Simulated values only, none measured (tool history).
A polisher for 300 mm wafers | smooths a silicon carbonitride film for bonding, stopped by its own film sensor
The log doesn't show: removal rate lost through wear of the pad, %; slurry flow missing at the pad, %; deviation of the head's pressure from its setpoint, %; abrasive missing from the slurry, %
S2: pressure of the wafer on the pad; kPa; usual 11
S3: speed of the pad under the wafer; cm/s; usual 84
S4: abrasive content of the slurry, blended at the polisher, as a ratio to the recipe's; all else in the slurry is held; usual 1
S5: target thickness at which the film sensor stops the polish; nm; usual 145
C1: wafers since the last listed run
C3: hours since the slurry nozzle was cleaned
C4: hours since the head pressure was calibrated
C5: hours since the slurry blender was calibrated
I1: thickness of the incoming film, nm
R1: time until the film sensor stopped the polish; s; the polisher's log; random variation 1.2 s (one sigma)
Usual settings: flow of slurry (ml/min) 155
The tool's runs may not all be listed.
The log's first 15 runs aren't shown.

{"hour": 1013.8, "done": "slurry nozzle cleaned"}
{"hour": 1074.6, "done": "slurry blender recalibrated"}
{"run": 16, "hour": 1105.9, "flow of slurry (ml/min)": 200, "S2": 11, "S3": 84, "S4": 1, "S5": 145, "C1": 618, "wafers polished on this pad": 904, "C3": 92.1, "C4": 784.9, "C5": 31.3, "I1": 169.3, "R1": 127.8}
{"run": 17, "hour": 1202.2, "flow of slurry (ml/min)": 155, "S2": 11, "S3": 84, "S4": 1, "S5": 141, "C1": 655, "wafers polished on this pad": 1559, "C3": 188.4, "C4": 881.2, "C5": 127.6, "I1": 172.4, "R1": 174.2}
{"run": 18, "hour": 1292.9, "flow of slurry (ml/min)": 155, "S2": 11, "S3": 66, "S4": 1, "S5": 145, "C1": 616, "wafers polished on this pad": 2176, "C3": 279.1, "C4": 971.9, "C5": 218.3, "I1": 170.1, "R1": 169.3}
{"run": 19, "hour": 1398.9, "flow of slurry (ml/min)": 170, "S2": 11, "S3": 84, "S4": 0.7, "S5": 150, "C1": 721, "wafers polished on this pad": 2897, "C3": 385.1, "C4": 1077.9, "C5": 324.3, "I1": 167.1, "R1": 125.6}
{"run": 20, "hour": 1458.1, "flow of slurry (ml/min)": 205, "S2": 11, "S3": 84, "S4": 1, "S5": 145, "C1": 402, "wafers polished on this pad": 3300, "C3": 444.3, "C4": 1137.1, "C5": 383.5, "I1": 170, "R1": 138.2}
{"run": 21, "hour": 1534.7, "flow of slurry (ml/min)": 155, "S2": 11, "S3": 84, "S4": 1, "S5": 145, "C1": 521, "wafers polished on this pad": 3821, "C3": 520.9, "C4": 1213.7, "C5": 460.1, "I1": 168.8, "R1": 136.4}
{"run": 22, "hour": 1641.6, "flow of slurry (ml/min)": 125, "S2": 8.3, "S3": 84, "S4": 1, "S5": 142, "C1": 727, "wafers polished on this pad": 4548, "C3": 627.8, "C4": 1320.6, "C5": 567, "I1": 169, "R1": 219.3}
{"hour": 1667.6, "done": "worn pad replaced by a new one"}
{"hour": 1728.0, "done": "slurry blender recalibrated"}
{"run": 23, "hour": 1739.7, "flow of slurry (ml/min)": 115, "S2": 11, "S3": 112, "S4": 1, "S5": 153, "C1": 626, "wafers polished on this pad": 476, "C3": 725.9, "C4": 1418.7, "C5": 11.7, "I1": 170.2, "R1": 80}
{"run": 24, "hour": 1787.0, "flow of slurry (ml/min)": 155, "S2": 11, "S3": 84, "S4": 0.9, "S5": 137, "C1": 321, "wafers polished on this pad": 798, "C3": 773.2, "C4": 1466, "C5": 59, "I1": 171.3, "R1": 200.5}
{"hour": 1801.5, "done": "head pressure recalibrated"}
{"run": 25, "hour": 1835.8, "flow of slurry (ml/min)": 155, "S2": 13.8, "S3": 98, "S4": 1, "S5": 145, "C1": 318, "wafers polished on this pad": 1116, "C3": 822, "C4": 34.3, "C5": 107.8, "I1": 173.5, "R1": 110.3}
{"hour": 1878.7, "done": "slurry nozzle cleaned"}
{"run": 26, "hour": 2056.4, "flow of slurry (ml/min)": 155, "S2": 11, "S3": 84, "S4": 1, "S5": 145, "C1": 1493, "wafers polished on this pad": 2610, "C3": 177.7, "C4": 254.9, "C5": 328.4, "I1": 172.7, "R1": 155.2}
{"run": 27, "hour": 2095.9, "flow of slurry (ml/min)": 155, "S2": 11, "S3": 84, "S4": 1, "S5": 145, "C1": 268, "wafers polished on this pad": 2879, "C3": 217.2, "C4": 294.4, "C5": 367.9, "I1": 170.2, "R1": 141.7}
{"run": 28, "hour": 2172.3, "flow of slurry (ml/min)": 100, "S2": 14.5, "S3": 58, "S4": 1, "S5": 139, "C1": 519, "wafers polished on this pad": 3398, "C3": 293.6, "C4": 370.8, "C5": 444.3, "I1": 168.3, "R1": 189.2}
{"run": 29, "hour": 2221.9, "flow of slurry (ml/min)": 140, "S2": 7.6, "S3": 84, "S4": 0.8, "S5": 139, "C1": 337, "wafers polished on this pad": 3736, "C3": 343.2, "C4": 420.4, "C5": 493.9, "I1": 169.6, "R1": 301.6}
{"run": 30, "hour": 2322.2, "flow of slurry (ml/min)": 155, "S2": 11, "S3": 84, "S4": 1, "S5": 145, "C1": 682, "wafers polished on this pad": 4418, "C3": 443.5, "C4": 520.7, "C5": 594.2, "I1": 170.2, "R1": 145.8}

4 ways to go on from here, each from the tool as it stands after run 30. What would each give?
{"run": "A", "hour": 2322.7, "flow of slurry (ml/min)": 155, "S2": 11, "S3": 84, "S4": 1.25, "S5": 145, "C1": 3, "wafers polished on this pad": 4421, "C3": 444, "C4": 521.2, "C5": 594.7, "I1": 170.1, "R1": "?"}
{"run": "B", "hour": 2322.7, "flow of slurry (ml/min)": 155, "S2": 14.5, "S3": 100, "S4": 0.75, "S5": 153, "C1": 3, "wafers polished on this pad": 4421, "C3": 444, "C4": 521.2, "C5": 594.7, "I1": 170.1, "R1": "?"}
{"run": "C", "hour": 2322.7, "flow of slurry (ml/min)": 100, "S2": 8.3, "S3": 84, "S4": 1, "S5": 145, "C1": 3, "wafers polished on this pad": 4421, "C3": 444, "C4": 521.2, "C5": 594.7, "I1": 170.1, "R1": "?"}
{"run": "D", "hour": 2322.7, "flow of slurry (ml/min)": 110, "S2": 15.2, "S3": 84, "S4": 1, "S5": 145, "C1": 3, "wafers polished on this pad": 4421, "C3": 444, "C4": 521.2, "C5": 594.7, "I1": 170.1, "R1": "?"}

run=A R1=128.3
run=B R1=82.6
run=C R1=216.2
run=D R1=115.3
Without the tool's hidden state the same runs would have given:
run=A R1=118.8
run=B R1=74
run=C R1=197.5
run=D R1=105.4
